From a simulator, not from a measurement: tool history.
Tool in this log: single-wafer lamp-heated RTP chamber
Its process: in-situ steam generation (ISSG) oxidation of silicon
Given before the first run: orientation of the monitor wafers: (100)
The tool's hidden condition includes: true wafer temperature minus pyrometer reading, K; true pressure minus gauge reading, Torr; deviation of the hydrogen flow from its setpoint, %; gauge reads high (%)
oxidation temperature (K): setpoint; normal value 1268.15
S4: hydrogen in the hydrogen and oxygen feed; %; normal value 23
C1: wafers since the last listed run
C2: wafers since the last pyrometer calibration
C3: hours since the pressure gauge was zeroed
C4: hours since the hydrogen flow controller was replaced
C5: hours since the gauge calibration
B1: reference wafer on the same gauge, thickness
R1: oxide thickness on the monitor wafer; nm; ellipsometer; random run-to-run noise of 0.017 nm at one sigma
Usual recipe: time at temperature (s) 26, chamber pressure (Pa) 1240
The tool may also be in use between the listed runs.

Run 1, hour 0: usual settings but S4 30 %; C1 0; C2 4395; C3 2860.6; C4 4966.6; C5 2656.1; B1 7.006. Result: R1 6.649 nm.
Run 2, hour 66.2: usual settings but S4 30 %; C1 655; C2 5051; C3 2926.8; C4 5032.8; C5 2722.3; B1 7.001. Result: R1 6.622 nm.
Run 3, hour 132.6: usual settings but S4 30 %; C1 657; C2 5709; C3 2993.2; C4 5099.2; C5 2788.7; B1 6.998. Result: R1 6.616 nm.
Run 4, hour 227.4: usual settings but time at temperature (s) 28; C1 938; C2 6648; C3 3088; C4 5194; C5 2883.5; B1 7.002. Result: R1 6.469 nm.
Run 5, hour 288.6: usual settings but time at temperature (s) 28; C1 606; C2 7254; C3 3149.2; C4 5255.2; C5 2944.7; B1 6.995. Result: R1 6.49 nm.
Run 6, hour 342.2: usual settings but time at temperature (s) 28; C1 530; C2 7785; C3 3202.8; C4 5308.8; C5 2998.3; B1 7.002. Result: R1 6.476 nm.
At hour 361.7: pyrometer window cleaned and pyrometer calibrated.
Run 7, hour 405.3: usual settings; C1 545; C2 432; C3 3265.9; C4 5371.9; C5 3061.4; B1 6.997. Result: R1 6.26 nm.
At hour 448.1: pressure gauge zeroed.
Run 8, hour 495.6: usual settings but time at temperature (s) 19, chamber pressure (Pa) 1120; C1 815; C2 1247; C3 47.5; C4 5462.2; C5 3151.7; B1 7.001. Result: R1 5.469 nm.
Run 9, hour 550.2: usual settings but oxidation temperature (K) 1274.15, chamber pressure (Pa) 1360, S4 15 %; C1 540; C2 1788; C3 102.1; C4 5516.8; C5 3206.3; B1 6.998. Result: R1 5.768 nm.
Run 10, hour 643.7: usual settings; C1 926; C2 2714; C3 195.6; C4 5610.3; C5 3299.8; B1 6.997. Result: R1 6.261 nm.
Run 11, hour 709: usual settings but oxidation temperature (K) 1252.15, chamber pressure (Pa) 1360; C1 646; C2 3360; C3 260.9; C4 5675.6; C5 3365.1; B1 7.001. Result: R1 5.769 nm.
At hour 766.3: hydrogen flow controller replaced.
Run 12, hour 809.4: usual settings but time at temperature (s) 17, chamber pressure (Pa) 1360; C1 915; C2 4276; C3 361.3; C4 43.1; C5 3465.5; B1 7. Result: R1 5.05 nm.
Run 13, hour 915.3: usual settings but time at temperature (s) 20, chamber pressure (Pa) 1120; C1 1048; C2 5324; C3 467.2; C4 149; C5 3571.4; B1 6.997. Result: R1 5.577 nm.
At hour 1000.7: gauge calibrated.
Run 14, hour 1006.3: usual settings but time at temperature (s) 35, S4 31 %; C1 901; C2 6226; C3 558.2; C4 240; C5 5.6; B1 7.002. Result: R1 7.727 nm.
At hour 1084: pyrometer window cleaned and pyrometer calibrated.
Run 15, hour 1084.5: usual settings but oxidation temperature (K) 1275.15; C1 695; C2 5; C3 636.4; C4 318.2; C5 83.8; B1 7. Result: R1 6.446 nm.
Run 16, hour 1184.9: usual settings but oxidation temperature (K) 1278.15; C1 994; C2 999; C3 736.8; C4 418.6; C5 184.2; B1 7.001. Result: R1 6.535 nm.
Run 17, hour 1286.1: usual settings but oxidation temperature (K) 1287.15, time at temperature (s) 30, S4 27 %; C1 1002; C2 2001; C3 838; C4 519.8; C5 285.4; B1 7. Result: R1 7.575 nm.
Run 18, hour 1364.1: usual settings but oxidation temperature (K) 1250.15, time at temperature (s) 22, chamber pressure (Pa) 1333, S4 30 %; C1 772; C2 2774; C3 916; C4 597.8; C5 363.4; B1 7.002. Result: R1 5.615 nm.
Run 19, hour 1407: usual settings but oxidation temperature (K) 1281.15, time at temperature (s) 20, chamber pressure (Pa) 1293, S4 29 %; C1 424; C2 3199; C3 958.9; C4 640.7; C5 406.3; B1 7. Result: R1 6.113 nm.
Run 20, hour 1466.4: usual settings but time at temperature (s) 34, chamber pressure (Pa) 1347, S4 32 %; C1 588; C2 3787; C3 1018.3; C4 700.1; C5 465.7; B1 7.001. Result: R1 7.537 nm.
Run 21, hour 1523: usual settings but time at temperature (s) 20, S4 28 %; C1 560; C2 4348; C3 1074.9; C4 756.7; C5 522.3; B1 6.995. Result: R1 5.797 nm.
Run 22, hour 1561.5: usual settings but S4 30 %; C1 381; C2 4729; C3 1113.4; C4 795.2; C5 560.8; B1 7.001. Result: R1 6.63 nm.
Run 23, hour 1668.7: usual settings; C1 1061; C2 5791; C3 1220.6; C4 902.4; C5 668; B1 6.996. Result: R1 6.256 nm.
At hour 1689.6: pyrometer window cleaned and pyrometer calibrated.
Run 24, hour 1722.1: usual settings but oxidation temperature (K) 1274.15, time at temperature (s) 29; C1 449; C2 322; C3 1274; C4 955.8; C5 721.4; B1 6.998. Result: R1 6.757 nm.
Run 25, hour 1787.2: usual settings but oxidation temperature (K) 1255.15; C1 644; C2 967; C3 1339.1; C4 1020.9; C5 786.5; B1 7.001. Result: R1 5.893 nm.
Run 26, hour 1889.4: usual settings but oxidation temperature (K) 1286.15, chamber pressure (Pa) 1360; C1 1012; C2 1979; C3 1441.3; C4 1123.1; C5 888.7; B1 7.001. Result: R1 6.663 nm.
Run 27, hour 1964.7: usual settings but oxidation temperature (K) 1254.15, time at temperature (s) 32, chamber pressure (Pa) 1360, S4 29 %; C1 745; C2 2725; C3 1516.6; C4 1198.4; C5 964; B1 6.996. Result: R1 6.698 nm.
Run 28, hour 2026: usual settings; C1 607; C2 3332; C3 1577.9; C4 1259.7; C5 1025.3; B1 7. Result: R1 6.255 nm.
Run 29, hour 2085.1: usual settings but time at temperature (s) 32, chamber pressure (Pa) 1333; C1 585; C2 3917; C3 1637; C4 1318.8; C5 1084.4; B1 7. Result: R1 6.846 nm.
Run 30, hour 2169.1: usual settings but oxidation temperature (K) 1277.15, chamber pressure (Pa) 1360; C1 831; C2 4749; C3 1721; C4 1402.8; C5 1168.4; B1 6.997. Result: R1 6.385 nm.
At hour 2317.7: pyrometer window cleaned and pyrometer calibrated.
Run 31, hour 2377.7: usual settings but oxidation temperature (K) 1273.15, time at temperature (s) 21, chamber pressure (Pa) 1360; C1 1986; C2 594; C3 1929.6; C4 1611.4; C5 1377; B1 7.001. Result: R1 5.667 nm.
Run 32, hour 2450.8: usual settings but oxidation temperature (K) 1256.15, chamber pressure (Pa) 1053, S4 15 %; C1 724; C2 1318; C3 2002.7; C4 1684.5; C5 1450.1; B1 7. Result: R1 5.465 nm.

For each run, what was the tool's unlogged condition?
true wafer temperature minus pyrometer reading, K: 0 in every run
true pressure minus gauge reading, Torr: 0 in every run
deviation of the hydrogen flow from its setpoint, %: 0 in every run
gauge reads high (%): 0 in every run
